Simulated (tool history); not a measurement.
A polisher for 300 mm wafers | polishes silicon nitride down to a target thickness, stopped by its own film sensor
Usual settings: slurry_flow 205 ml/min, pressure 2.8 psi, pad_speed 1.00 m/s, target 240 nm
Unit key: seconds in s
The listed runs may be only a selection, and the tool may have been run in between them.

| run | day | slurry_flow | pressure | pad_speed | target | wafers since the last listed run | wafers polished on this pad | hours since the slurry nozzle was cleaned | hours since the head pressure was calibrated | incoming thickness of the incoming film, nm | seconds |
|---|---|---|---|---|---|---|---|---|---|---|---|
| 1 | 0.000 | 205 | 2.8 | 1.00 | 240 | 0 | 2748 | 488.4 | 532.5 | 409.9 | 143.3 |
|  | 0.629 | worn pad replaced by a new one |
|  | 1.954 | slurry nozzle cleaned |
| 2 | 3.358 | 205 | 2.8 | 1.00 | 240 | 617 | 526 | 33.7 | 613.1 | 406.9 | 109.3 |
| 3 | 5.112 | 205 | 2.8 | 1.00 | 240 | 343 | 870 | 75.8 | 655.2 | 410.3 | 120.3 |
| 4 | 8.208 | 205 | 2.0 | 1.00 | 240 | 606 | 1476 | 150.1 | 729.5 | 405.2 | 164.5 |
| 5 | 11.075 | 205 | 2.0 | 1.00 | 240 | 561 | 2038 | 218.9 | 798.3 | 404.9 | 174.9 |
|  | 12.079 | worn pad replaced by a new one |
| 6 | 13.129 | 205 | 2.0 | 1.00 | 240 | 369 | 205 | 268.2 | 847.6 | 404.2 | 164.7 |
|  | 15.646 | head pressure recalibrated |
| 7 | 16.767 | 205 | 2.8 | 1.08 | 240 | 696 | 901 | 355.5 | 26.9 | 419.0 | 117.9 |
| 8 | 20.746 | 205 | 2.8 | 1.08 | 240 | 779 | 1681 | 451.0 | 122.4 | 416.3 | 126.6 |
|  | 21.383 | slurry nozzle cleaned |
| 9 | 23.492 | 205 | 2.8 | 1.00 | 240 | 529 | 2211 | 50.6 | 188.3 | 409.1 | 126.4 |
|  | 25.350 | worn pad replaced by a new one |
| 10 | 25.850 | 205 | 2.8 | 1.00 | 240 | 429 | 97 | 107.2 | 244.9 | 412.6 | 117.8 |
| 11 | 27.612 | 205 | 2.8 | 1.00 | 260 | 345 | 443 | 149.5 | 287.2 | 410.1 | 106.9 |
| 12 | 30.529 | 270 | 2.5 | 1.32 | 287 | 571 | 1014 | 219.5 | 357.2 | 412.8 | 75.7 |
| 13 | 34.271 | 205 | 2.8 | 0.74 | 240 | 733 | 1747 | 309.3 | 447.0 | 412.5 | 167.3 |
| 14 | 38.279 | 175 | 2.8 | 1.00 | 240 | 785 | 2533 | 405.5 | 543.2 | 412.5 | 147.9 |
|  | 39.717 | slurry nozzle cleaned |
|  | 39.917 | worn pad replaced by a new one |
| 15 | 40.488 | 245 | 3.6 | 0.76 | 213 | 391 | 112 | 18.5 | 596.2 | 413.4 | 126.3 |
| 16 | 43.112 | 265 | 2.8 | 1.00 | 199 | 514 | 626 | 81.5 | 659.2 | 406.8 | 136.7 |
| 17 | 47.442 | 205 | 2.8 | 1.00 | 240 | 848 | 1474 | 185.4 | 763.1 | 415.8 | 127.6 |

What does the tool deliver on the next run?
|  | 49.029 | head pressure recalibrated |
| 18 | 50.379 | 140 | 3.6 | 1.00 | 240 | 559 | 2034 | 255.9 | 32.4 | 410.2 | ? |

{"run 18": {"seconds": 108.8}}
On a tool with no hidden condition, and with the same random variation, this run would have come out at seconds 90.3 s.
